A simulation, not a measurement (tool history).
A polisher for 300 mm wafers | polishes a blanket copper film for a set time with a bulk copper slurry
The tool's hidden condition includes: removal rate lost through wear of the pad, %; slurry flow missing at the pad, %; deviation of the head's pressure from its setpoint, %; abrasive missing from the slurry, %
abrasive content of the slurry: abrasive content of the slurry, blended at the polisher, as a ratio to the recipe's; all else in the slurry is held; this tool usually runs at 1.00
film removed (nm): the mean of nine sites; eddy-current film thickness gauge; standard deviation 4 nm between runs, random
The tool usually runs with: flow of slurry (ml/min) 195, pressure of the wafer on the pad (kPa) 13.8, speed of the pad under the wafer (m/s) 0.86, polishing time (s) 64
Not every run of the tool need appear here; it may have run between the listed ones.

run	hour	flow of slurry (ml/min)	pressure of the wafer on the pad (kPa)	speed of the pad under the wafer (m/s)	abrasive content of the slurry	polishing time (s)	wafers since the last listed run	wafers polished on this pad	hours since the slurry nozzle was cleaned	hours since the head pressure was calibrated	hours since the slurry blender was calibrated	incoming thickness of the incoming film, nm	film removed (nm)
1	0.0	195	13.8	0.86	1.00	76	0	1723	496.7	275.4	174.2	2812.3	395.9
# hour 87.2: worn pad replaced by a new one
2	100.7	195	13.8	0.86	1.00	76	688	96	597.4	376.1	274.9	2754.1	385.3
# hour 124.7: head pressure recalibrated
# hour 140.5: slurry blender recalibrated
3	164.6	195	13.8	0.86	1.00	64	426	522	661.3	39.9	24.1	2799.4	331.0
# hour 207.9: slurry nozzle cleaned
4	225.9	195	13.8	0.86	1.00	64	429	951	18.0	101.2	85.4	2783.4	329.1
# hour 393.2: worn pad replaced by a new one
# hour 441.8: head pressure recalibrated
# hour 470.5: slurry blender recalibrated
5	521.8	195	13.8	0.86	1.00	64	2048	886	313.9	80.0	51.3	2769.6	340.4
6	617.4	195	13.8	0.86	1.00	64	680	1567	409.5	175.6	146.9	2769.0	335.4
# hour 662.3: worn pad replaced by a new one
7	668.8	195	13.8	0.86	1.00	64	337	46	460.9	227.0	198.3	2864.9	334.8
8	752.7	195	13.8	0.86	0.90	64	597	643	544.8	310.9	282.2	2788.7	329.8
# hour 793.5: slurry blender recalibrated
# hour 800.7: slurry nozzle cleaned
9	810.5	195	13.8	0.86	0.90	64	389	1033	9.8	368.7	17.0	2773.6	332.5
# hour 828.9: head pressure recalibrated
10	867.5	255	11.0	0.60	1.00	70	391	1424	66.8	38.6	74.0	2787.0	230.2
# hour 922.6: worn pad replaced by a new one
11	936.0	195	13.8	0.86	1.00	64	459	95	135.3	107.1	142.5	2788.0	332.8
12	1035.6	195	13.8	0.74	0.85	53	708	803	234.9	206.7	242.1	2766.5	233.6
13	1083.8	175	15.2	0.86	1.25	55	343	1146	283.1	254.9	290.3	2831.7	324.0
# hour 1102.5: slurry blender recalibrated
# hour 1192.6: head pressure recalibrated
14	1242.6	145	11.7	0.86	1.00	74	1101	2248	441.9	50.0	140.1	2827.5	320.6
# hour 1249.1: worn pad replaced by a new one
15	1283.1	195	13.8	0.86	1.00	64	259	241	482.4	90.5	180.6	2813.6	334.4
# hour 1345.3: slurry nozzle cleaned
16	1368.8	265	13.8	0.86	1.00	64	602	844	23.5	176.2	266.3	2840.2	343.7
# hour 1398.5: slurry blender recalibrated
17	1461.5	195	17.9	0.78	1.25	45	645	1489	116.2	268.9	63.0	2865.5	288.2
18	1500.4	265	11.0	0.86	1.00	64	276	1766	155.1	307.8	101.9	2796.2	284.4

Take each entry between the runs: how does the hidden state at the last listed run before it differ from the hidden state at the first listed run after it?
Run 1 -> run 2: worn pad replaced by a new one (hour 87.2)
  the hidden state is the same at both runs
Run 2 -> run 3: head pressure recalibrated (hour 124.7); slurry blender recalibrated (hour 140.5)
  the hidden state is the same at both runs
Run 3 -> run 4: slurry nozzle cleaned (hour 207.9)
  the hidden state is the same at both runs
Run 4 -> run 5: worn pad replaced by a new one (hour 393.2); head pressure recalibrated (hour 441.8); slurry blender recalibrated (hour 470.5)
  the hidden state is the same at both runs
Run 6 -> run 7: worn pad replaced by a new one (hour 662.3)
  the hidden state is the same at both runs
Run 8 -> run 9: slurry blender recalibrated (hour 793.5); slurry nozzle cleaned (hour 800.7)
  the hidden state is the same at both runs
Run 9 -> run 10: head pressure recalibrated (hour 828.9)
  the hidden state is the same at both runs
Run 10 -> run 11: worn pad replaced by a new one (hour 922.6)
  the hidden state is the same at both runs
Run 13 -> run 14: slurry blender recalibrated (hour 1102.5); head pressure recalibrated (hour 1192.6)
  the hidden state is the same at both runs
Run 14 -> run 15: worn pad replaced by a new one (hour 1249.1)
  the hidden state is the same at both runs
Run 15 -> run 16: slurry nozzle cleaned (hour 1345.3)
  the hidden state is the same at both runs
Run 16 -> run 17: slurry blender recalibrated (hour 1398.5)
  the hidden state is the same at both runs

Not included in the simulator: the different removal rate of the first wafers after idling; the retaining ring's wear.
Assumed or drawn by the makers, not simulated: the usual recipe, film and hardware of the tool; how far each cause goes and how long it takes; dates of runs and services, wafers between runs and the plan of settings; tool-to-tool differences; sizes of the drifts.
